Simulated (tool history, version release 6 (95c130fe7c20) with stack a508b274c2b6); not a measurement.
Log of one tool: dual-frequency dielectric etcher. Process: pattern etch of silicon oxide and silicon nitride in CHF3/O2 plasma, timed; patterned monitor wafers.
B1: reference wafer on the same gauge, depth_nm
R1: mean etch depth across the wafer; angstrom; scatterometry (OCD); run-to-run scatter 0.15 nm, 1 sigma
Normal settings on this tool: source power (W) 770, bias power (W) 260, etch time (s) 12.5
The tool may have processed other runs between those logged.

{"run": 1, "hour": 0.0, "source power (W)": 770, "bias power (W)": 260, "etch time (s)": 12.5, "B1": 30.63, "R1": 276}
{"hour": 30.7, "done": "gauge calibrated"}
{"run": 2, "hour": 50.4, "source power (W)": 770, "bias power (W)": 260, "etch time (s)": 12.5, "B1": 30.77, "R1": 275.7}
{"run": 3, "hour": 99.1, "source power (W)": 770, "bias power (W)": 260, "etch time (s)": 12.5, "B1": 30.71, "R1": 275.3}
{"hour": 176.7, "done": "wet clean of the chamber"}
{"run": 4, "hour": 201.3, "source power (W)": 680, "bias power (W)": 260, "etch time (s)": 13.5, "B1": 30.69, "R1": 284.6}
{"run": 5, "hour": 307.9, "source power (W)": 660, "bias power (W)": 260, "etch time (s)": 12.5, "B1": 30.65, "R1": 260.6}
{"run": 6, "hour": 378.7, "source power (W)": 660, "bias power (W)": 260, "etch time (s)": 12.5, "B1": 30.7, "R1": 257.6}
{"run": 7, "hour": 483.1, "source power (W)": 770, "bias power (W)": 260, "etch time (s)": 12.5, "B1": 30.73, "R1": 279.4}
{"hour": 529.0, "done": "upper electrode replaced"}
{"run": 8, "hour": 560.8, "source power (W)": 770, "bias power (W)": 260, "etch time (s)": 12.5, "B1": 30.81, "R1": 278.9}
{"run": 9, "hour": 667.6, "source power (W)": 770, "bias power (W)": 260, "etch time (s)": 10.5, "B1": 30.71, "R1": 231.4}
{"hour": 709.4, "done": "wet clean of the chamber"}
{"hour": 725.5, "done": "bias power generator calibrated"}
{"run": 10, "hour": 726.6, "source power (W)": 770, "bias power (W)": 260, "etch time (s)": 12.5, "B1": 30.68, "R1": 279}
{"run": 11, "hour": 784.4, "source power (W)": 770, "bias power (W)": 221, "etch time (s)": 15, "B1": 30.7, "R1": 307.3}
{"hour": 817.3, "done": "source power generator calibrated"}
{"run": 12, "hour": 863.7, "source power (W)": 770, "bias power (W)": 221, "etch time (s)": 15, "B1": 30.62, "R1": 305.5}
{"run": 13, "hour": 919.6, "source power (W)": 770, "bias power (W)": 260, "etch time (s)": 15.5, "B1": 30.69, "R1": 342.4}
{"run": 14, "hour": 1026.6, "source power (W)": 770, "bias power (W)": 260, "etch time (s)": 12.5, "B1": 30.79, "R1": 274.9}
{"run": 15, "hour": 1108.0, "source power (W)": 720, "bias power (W)": 260, "etch time (s)": 9.5, "B1": 30.72, "R1": 204.1}
{"run": 16, "hour": 1202.3, "source power (W)": 630, "bias power (W)": 207, "etch time (s)": 8.5, "B1": 30.62, "R1": 156.7}
{"hour": 1237.3, "done": "wet clean of the chamber"}
{"run": 17, "hour": 1307.4, "source power (W)": 690, "bias power (W)": 260, "etch time (s)": 12.5, "B1": 30.75, "R1": 265.4}
{"run": 18, "hour": 1343.9, "source power (W)": 720, "bias power (W)": 319, "etch time (s)": 12.5, "B1": 30.68, "R1": 296.8}
{"hour": 1346.6, "done": "gauge calibrated"}
{"run": 19, "hour": 1417.3, "source power (W)": 660, "bias power (W)": 260, "etch time (s)": 12.5, "B1": 30.63, "R1": 258.9}
{"run": 20, "hour": 1461.3, "source power (W)": 770, "bias power (W)": 260, "etch time (s)": 12.5, "B1": 30.72, "R1": 275.2}
{"run": 21, "hour": 1544.0, "source power (W)": 720, "bias power (W)": 297, "etch time (s)": 12.5, "B1": 30.68, "R1": 284.3}
{"run": 22, "hour": 1590.8, "source power (W)": 660, "bias power (W)": 260, "etch time (s)": 12.5, "B1": 30.61, "R1": 259.7}
{"run": 23, "hour": 1652.8, "source power (W)": 770, "bias power (W)": 292, "etch time (s)": 10, "B1": 30.69, "R1": 232.1}
{"run": 24, "hour": 1704.0, "source power (W)": 770, "bias power (W)": 260, "etch time (s)": 16, "B1": 30.79, "R1": 352.2}
{"hour": 1739.3, "done": "wet clean of the chamber"}
{"run": 25, "hour": 1787.7, "source power (W)": 830, "bias power (W)": 200, "etch time (s)": 15.5, "B1": 30.78, "R1": 313.3}
{"run": 26, "hour": 1830.4, "source power (W)": 770, "bias power (W)": 260, "etch time (s)": 12.5, "B1": 30.7, "R1": 275.6}
{"run": 27, "hour": 2036.8, "source power (W)": 770, "bias power (W)": 260, "etch time (s)": 12.5, "B1": 30.69, "R1": 273.8}
{"run": 28, "hour": 2091.9, "source power (W)": 770, "bias power (W)": 260, "etch time (s)": 12.5, "B1": 30.74, "R1": 272.6}
{"run": 29, "hour": 2128.2, "source power (W)": 650, "bias power (W)": 222, "etch time (s)": 9.5, "B1": 30.71, "R1": 183.1}

The tool's hidden state at each run:
etch rate over this chamber's usual, %: 0, the same for each run
source power that arrives over what is set, %: 0, the same for each run
bias power that arrives over what is set, %: 0, the same for each run
gauge reads high (%): 0, the same for each run
